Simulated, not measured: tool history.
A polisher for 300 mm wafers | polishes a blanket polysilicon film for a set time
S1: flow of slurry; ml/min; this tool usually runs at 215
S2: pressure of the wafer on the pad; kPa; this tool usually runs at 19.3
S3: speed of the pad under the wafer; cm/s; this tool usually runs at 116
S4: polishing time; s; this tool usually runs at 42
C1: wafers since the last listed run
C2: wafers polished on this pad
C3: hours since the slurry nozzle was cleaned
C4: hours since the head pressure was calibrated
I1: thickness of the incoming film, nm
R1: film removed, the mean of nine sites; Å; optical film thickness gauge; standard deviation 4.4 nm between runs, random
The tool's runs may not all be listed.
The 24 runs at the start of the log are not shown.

| run | hour | S1 | S2 | S3 | S4 | C1 | C2 | C3 | C4 | I1 | R1 |
|---|---|---|---|---|---|---|---|---|---|---|---|
| 25 | 707 | 170 | 19.3 | 116 | 42 | 238 | 2032 | 159.4 | 1408.6 | 1951.1 | 4288 |
| 26 | 733.8 | 145 | 19.3 | 94 | 42 | 319 | 2351 | 186.2 | 1435.4 | 1923.1 | 3587 |
|  | 742.4 | worn pad replaced by a new one |
|  | 745.8 | head pressure recalibrated |
| 27 | 746.2 | 215 | 19.3 | 106 | 42 | 76 | 21 | 198.6 | 0.4 | 1955.7 | 4161 |
| 28 | 771.7 | 290 | 15.9 | 88 | 29 | 303 | 325 | 224.1 | 25.9 | 1943.4 | 2185 |
| 29 | 798.4 | 215 | 19.3 | 116 | 42 | 318 | 643 | 250.8 | 52.6 | 1943.6 | 4399 |
| 30 | 825.1 | 250 | 19.3 | 116 | 42 | 318 | 961 | 277.5 | 79.3 | 1938.8 | 4427 |
| 31 | 851 | 145 | 25.5 | 116 | 42 | 308 | 1269 | 303.4 | 105.2 | 1935.7 | 5166 |
| 32 | 880.1 | 280 | 15.9 | 116 | 48 | 346 | 1616 | 332.5 | 134.3 | 1950.6 | 4196 |
| 33 | 910.8 | 250 | 24.8 | 116 | 42 | 365 | 1982 | 363.2 | 165 | 1972 | 5613 |
| 34 | 923.9 | 215 | 19.3 | 92 | 42 | 156 | 2138 | 376.3 | 178.1 | 1915.1 | 3647 |
| 35 | 943.9 | 215 | 19.3 | 116 | 42 | 238 | 2376 | 396.3 | 198.1 | 1943.4 | 4133 |
|  | 956.8 | worn pad replaced by a new one |
| 36 | 968.1 | 215 | 19.3 | 116 | 42 | 240 | 134 | 420.5 | 222.3 | 1942 | 4165 |

5 options for the next run, each taken on its own from the tool as it stands now. Forecast them:
| A | 968.5 | 215 | 19.3 | 116 | 42 | 4 | 139 | 420.9 | 222.7 | 1936.8 | ? |
| B | 968.5 | 235 | 17.2 | 116 | 55 | 4 | 139 | 420.9 | 222.7 | 1936.8 | ? |
| C | 968.5 | 215 | 19.3 | 116 | 30 | 4 | 139 | 420.9 | 222.7 | 1936.8 | ? |
| D | 968.5 | 215 | 22.8 | 116 | 50 | 4 | 139 | 420.9 | 222.7 | 1936.8 | ? |
| E | 968.5 | 215 | 19.3 | 100 | 32 | 4 | 139 | 420.9 | 222.7 | 1936.8 | ? |

| run | R1 |
|---|---|
| A | 4068 |
| B | 4844 |
| C | 2905 |
| D | 5707 |
| E | 2824 |
Without the tool's unlogged condition, the same runs would have read:
| run | R1 |
|---|---|
| A | 4470 |
| B | 5283 |
| C | 3193 |
| D | 6272 |
| E | 3103 |

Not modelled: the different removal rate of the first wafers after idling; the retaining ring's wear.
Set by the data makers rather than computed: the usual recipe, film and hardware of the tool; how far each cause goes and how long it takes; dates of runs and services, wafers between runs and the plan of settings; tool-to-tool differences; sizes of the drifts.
